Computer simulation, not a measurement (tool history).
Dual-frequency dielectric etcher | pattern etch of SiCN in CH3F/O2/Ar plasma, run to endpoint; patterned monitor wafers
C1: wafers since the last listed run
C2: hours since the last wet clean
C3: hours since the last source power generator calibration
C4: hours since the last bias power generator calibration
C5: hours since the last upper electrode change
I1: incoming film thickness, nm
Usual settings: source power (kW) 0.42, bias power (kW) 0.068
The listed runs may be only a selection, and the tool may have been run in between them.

run 1 day=0 | source_power_(kW)=0.37 bias_power_(kW)=0.068 | C1=0 C2=13 C3=3825.6 C4=3929.9 C5=2477.1 | I1=6.49 | endpoint_time_(s)=17.6
run 2 day=0.638 | source_power_(kW)=0.37 bias_power_(kW)=0.068 | C1=217 C2=28.3 C3=3840.9 C4=3945.2 C5=2492.4 | I1=6.51 | endpoint_time_(s)=17.5
run 3 day=1.296 | source_power_(kW)=0.37 bias_power_(kW)=0.068 | C1=224 C2=44.1 C3=3856.7 C4=3961 C5=2508.2 | I1=6.47 | endpoint_time_(s)=17.4
run 4 day=1.846 | source_power_(kW)=0.42 bias_power_(kW)=0.068 | C1=187 C2=57.3 C3=3869.9 C4=3974.2 C5=2521.4 | I1=6.53 | endpoint_time_(s)=16.7
run 5 day=2.979 | source_power_(kW)=0.39 bias_power_(kW)=0.062 | C1=386 C2=84.5 C3=3897.1 C4=4001.4 C5=2548.6 | I1=6.47 | endpoint_time_(s)=17.6
-- day=3.175 source power generator calibrated
run 6 day=3.575 | source_power_(kW)=0.39 bias_power_(kW)=0.062 | C1=146 C2=98.8 C3=9.6 C4=4015.7 C5=2562.9 | I1=6.53 | endpoint_time_(s)=17.8
run 7 day=4.083 | source_power_(kW)=0.39 bias_power_(kW)=0.062 | C1=173 C2=111 C3=21.8 C4=4027.9 C5=2575.1 | I1=6.54 | endpoint_time_(s)=17.7
run 8 day=4.746 | source_power_(kW)=0.36 bias_power_(kW)=0.068 | C1=225 C2=126.9 C3=37.7 C4=4043.8 C5=2591 | I1=6.57 | endpoint_time_(s)=17.8
run 9 day=5.375 | source_power_(kW)=0.42 bias_power_(kW)=0.068 | C1=214 C2=142 C3=52.8 C4=4058.9 C5=2606.1 | I1=6.5 | endpoint_time_(s)=16.6
-- day=5.767 bias power generator calibrated
run 10 day=5.933 | source_power_(kW)=0.42 bias_power_(kW)=0.068 | C1=133 C2=155.4 C3=66.2 C4=4 C5=2619.5 | I1=6.54 | endpoint_time_(s)=16.4
run 11 day=6.333 | source_power_(kW)=0.42 bias_power_(kW)=0.059 | C1=136 C2=165 C3=75.8 C4=13.6 C5=2629.1 | I1=6.46 | endpoint_time_(s)=17.2
run 12 day=6.892 | source_power_(kW)=0.42 bias_power_(kW)=0.059 | C1=190 C2=178.4 C3=89.2 C4=27 C5=2642.5 | I1=6.51 | endpoint_time_(s)=17.4
run 13 day=7.358 | source_power_(kW)=0.45 bias_power_(kW)=0.057 | C1=158 C2=189.6 C3=100.4 C4=38.2 C5=2653.7 | I1=6.51 | endpoint_time_(s)=17.1
run 14 day=7.642 | source_power_(kW)=0.51 bias_power_(kW)=0.063 | C1=96 C2=196.4 C3=107.2 C4=45 C5=2660.5 | I1=6.5 | endpoint_time_(s)=15.5
run 15 day=8.367 | source_power_(kW)=0.47 bias_power_(kW)=0.063 | C1=246 C2=213.8 C3=124.6 C4=62.4 C5=2677.9 | I1=6.56 | endpoint_time_(s)=16
run 16 day=8.633 | source_power_(kW)=0.32 bias_power_(kW)=0.068 | C1=90 C2=220.2 C3=131 C4=68.8 C5=2684.3 | I1=6.48 | endpoint_time_(s)=18.5
run 17 day=9.075 | source_power_(kW)=0.45 bias_power_(kW)=0.074 | C1=150 C2=230.8 C3=141.6 C4=79.4 C5=2694.9 | I1=6.55 | endpoint_time_(s)=15.4
run 18 day=9.496 | source_power_(kW)=0.33 bias_power_(kW)=0.083 | C1=143 C2=240.9 C3=151.7 C4=89.5 C5=2705 | I1=6.56 | endpoint_time_(s)=17
run 19 day=9.817 | source_power_(kW)=0.42 bias_power_(kW)=0.068 | C1=109 C2=248.6 C3=159.4 C4=97.2 C5=2712.7 | I1=6.47 | endpoint_time_(s)=16.2
run 20 day=10.346 | source_power_(kW)=0.42 bias_power_(kW)=0.055 | C1=180 C2=261.3 C3=172.1 C4=109.9 C5=2725.4 | I1=6.49 | endpoint_time_(s)=17.9
-- day=11.483 upper electrode replaced
-- day=12.404 wet clean of the chamber
run 21 day=12.425 | source_power_(kW)=0.36 bias_power_(kW)=0.078 | C1=54 C2=0.5 C3=222 C4=159.8 C5=22.6 | I1=6.48 | endpoint_time_(s)=17
run 22 day=12.438 | source_power_(kW)=0.48 bias_power_(kW)=0.054 | C1=4 C2=0.8 C3=222.3 C4=160.1 C5=22.9 | I1=6.52 | endpoint_time_(s)=17.2
run 23 day=12.454 | source_power_(kW)=0.49 bias_power_(kW)=0.068 | C1=5 C2=1.2 C3=222.7 C4=160.5 C5=23.3 | I1=6.51 | endpoint_time_(s)=16
run 24 day=12.467 | source_power_(kW)=0.42 bias_power_(kW)=0.068 | C1=4 C2=1.5 C3=223 C4=160.8 C5=23.6 | I1=6.54 | endpoint_time_(s)=16.7
run 25 day=12.533 | source_power_(kW)=0.48 bias_power_(kW)=0.068 | C1=22 C2=3.1 C3=224.6 C4=162.4 C5=25.2 | I1=6.53 | endpoint_time_(s)=15.7
run 26 day=13.267 | source_power_(kW)=0.38 bias_power_(kW)=0.068 | C1=249 C2=20.7 C3=242.2 C4=180 C5=42.8 | I1=6.54 | endpoint_time_(s)=17.4
run 27 day=14.017 | source_power_(kW)=0.39 bias_power_(kW)=0.054 | C1=255 C2=38.7 C3=260.2 C4=198 C5=60.8 | I1=6.51 | endpoint_time_(s)=18.8
run 28 day=15.2 | source_power_(kW)=0.33 bias_power_(kW)=0.083 | C1=403 C2=67.1 C3=288.6 C4=226.4 C5=89.2 | I1=6.51 | endpoint_time_(s)=17.1
run 29 day=15.562 | source_power_(kW)=0.42 bias_power_(kW)=0.068 | C1=123 C2=75.8 C3=297.3 C4=235.1 C5=97.9 | I1=6.53 | endpoint_time_(s)=16.7
run 30 day=15.971 | source_power_(kW)=0.49 bias_power_(kW)=0.052 | C1=139 C2=85.6 C3=307.1 C4=244.9 C5=107.7 | I1=6.45 | endpoint_time_(s)=17
run 31 day=16.55 | source_power_(kW)=0.34 bias_power_(kW)=0.057 | C1=197 C2=99.5 C3=321 C4=258.8 C5=121.6 | I1=6.54 | endpoint_time_(s)=19.6
run 32 day=17.088 | source_power_(kW)=0.5 bias_power_(kW)=0.078 | C1=183 C2=112.4 C3=333.9 C4=271.7 C5=134.5 | I1=6.49 | endpoint_time_(s)=14.5
run 33 day=17.583 | source_power_(kW)=0.51 bias_power_(kW)=0.076 | C1=168 C2=124.3 C3=345.8 C4=283.6 C5=146.4 | I1=6.55 | endpoint_time_(s)=14.8
run 34 day=17.962 | source_power_(kW)=0.42 bias_power_(kW)=0.068 | C1=129 C2=133.4 C3=354.9 C4=292.7 C5=155.5 | I1=6.55 | endpoint_time_(s)=16.7
run 35 day=18.375 | source_power_(kW)=0.42 bias_power_(kW)=0.068 | C1=140 C2=143.3 C3=364.8 C4=302.6 C5=165.4 | I1=6.53 | endpoint_time_(s)=16.7
run 36 day=18.833 | source_power_(kW)=0.42 bias_power_(kW)=0.08 | C1=156 C2=154.3 C3=375.8 C4=313.6 C5=176.4 | I1=6.49 | endpoint_time_(s)=15.4
run 37 day=19.338 | source_power_(kW)=0.42 bias_power_(kW)=0.068 | C1=171 C2=166.4 C3=387.9 C4=325.7 C5=188.5 | I1=6.52 | endpoint_time_(s)=16.5

The same runs without the tool's hidden state, with the same run-to-run variation:
The tool's hidden condition here consists of: etch rate over this chamber's usual, %; source power that arrives over what is set, %; bias power that arrives over what is set, %.
run=1 endpoint_time_(s)=17.7
run=2 endpoint_time_(s)=17.6
run=3 endpoint_time_(s)=17.5
run=4 endpoint_time_(s)=16.8
run=5 endpoint_time_(s)=17.7
run=6 endpoint_time_(s)=18
run=7 endpoint_time_(s)=17.9
run=8 endpoint_time_(s)=18.1
run=9 endpoint_time_(s)=16.8
run=10 endpoint_time_(s)=16.6
run=11 endpoint_time_(s)=17.4
run=12 endpoint_time_(s)=17.7
run=13 endpoint_time_(s)=17.4
run=14 endpoint_time_(s)=15.8
run=15 endpoint_time_(s)=16.4
run=16 endpoint_time_(s)=18.9
run=17 endpoint_time_(s)=15.7
run=18 endpoint_time_(s)=17.4
run=19 endpoint_time_(s)=16.5
run=20 endpoint_time_(s)=18.3
run=21 endpoint_time_(s)=17
run=22 endpoint_time_(s)=17.3
run=23 endpoint_time_(s)=16
run=24 endpoint_time_(s)=16.8
run=25 endpoint_time_(s)=15.7
run=26 endpoint_time_(s)=17.4
run=27 endpoint_time_(s)=18.9
run=28 endpoint_time_(s)=17.2
run=29 endpoint_time_(s)=16.8
run=30 endpoint_time_(s)=17.1
run=31 endpoint_time_(s)=19.7
run=32 endpoint_time_(s)=14.7
run=33 endpoint_time_(s)=15
run=34 endpoint_time_(s)=16.9
run=35 endpoint_time_(s)=16.9
run=36 endpoint_time_(s)=15.7
run=37 endpoint_time_(s)=16.8
